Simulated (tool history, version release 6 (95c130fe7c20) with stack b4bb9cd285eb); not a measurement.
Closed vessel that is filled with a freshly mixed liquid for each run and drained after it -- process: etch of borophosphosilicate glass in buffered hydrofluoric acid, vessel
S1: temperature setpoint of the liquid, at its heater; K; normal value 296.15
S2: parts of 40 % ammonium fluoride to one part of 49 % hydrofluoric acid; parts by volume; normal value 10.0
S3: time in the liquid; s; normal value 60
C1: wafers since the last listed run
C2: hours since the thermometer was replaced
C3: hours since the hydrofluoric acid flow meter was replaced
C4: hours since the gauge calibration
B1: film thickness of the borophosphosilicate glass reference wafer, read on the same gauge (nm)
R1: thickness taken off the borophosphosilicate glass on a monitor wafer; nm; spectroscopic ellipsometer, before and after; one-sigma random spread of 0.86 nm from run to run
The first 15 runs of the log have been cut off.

run   hour      S1    S2  S3    C1     C2     C3     C4      B1      R1
 16  386.0  296.15  10.0  60  2191  175.3   65.4  641.0  149.98  145.88
 17  414.3  301.15   9.0  45  2222  203.6   93.7  669.3  150.00  153.82
 18  445.4  296.15   6.0  60  2442  234.7  124.8  700.4  150.00  236.81
     450.0  -- gauge calibrated
 19  473.7  298.15  11.5  35  2222  263.0  153.1   23.7  150.01   84.16
 20  488.8  300.15  12.0  90  1185  278.1  168.2   38.8  149.99  231.97
 21  511.7  293.65   7.5  40  1798  301.0  191.1   61.7  150.00  112.82
 22  535.0  299.65  10.0  60  1829  324.3  214.4   85.0  149.99  176.24
 23  553.5  291.65  10.0  90  1452  342.8  232.9  103.5  150.00  170.12
 24  640.6  294.65  10.0  45  6840  429.9  320.0  190.6  150.00  101.94
 25  660.6  293.65   7.5  40  1570  449.9  340.0  210.6  150.00  113.98
 26  683.1  296.15  10.0  85  1767  472.4  362.5  233.1  149.99  206.71
 27  711.2  293.15  10.0  60  2206  500.5  390.6  261.2  149.99  123.81
 28  725.4  296.15  10.0  90  1115  514.7  404.8  275.4  150.00  220.74
 29  748.1  299.15  10.0  60  1782  537.4  427.5  298.1  150.01  172.71
 30  806.7  296.15  10.0  60  4602  596.0  486.1  356.7  149.99  147.42
 31  829.6  296.15  10.0  85  1798  618.9  509.0  379.6  150.00  210.45

What if the next run were any one of these 4? Each begins from the tool's condition after run 31:
  A  830.3  296.15  10.0  60  54  619.6  509.7  380.3   ?   ?
  B  830.3  298.15  10.0  60  54  619.6  509.7  380.3   ?   ?
  C  830.3  296.15  13.5  30  54  619.6  509.7  380.3   ?   ?
  D  830.3  291.15  10.0  60  54  619.6  509.7  380.3   ?   ?

run      B1      R1
  A  150.01  147.25
  B  150.01  164.01
  C  150.01   55.41
  D  150.01  111.81
With no hidden state in the tool, these same runs would have given:
run      R1
  A  144.34
  B  160.77
  C   53.73
  D  109.59
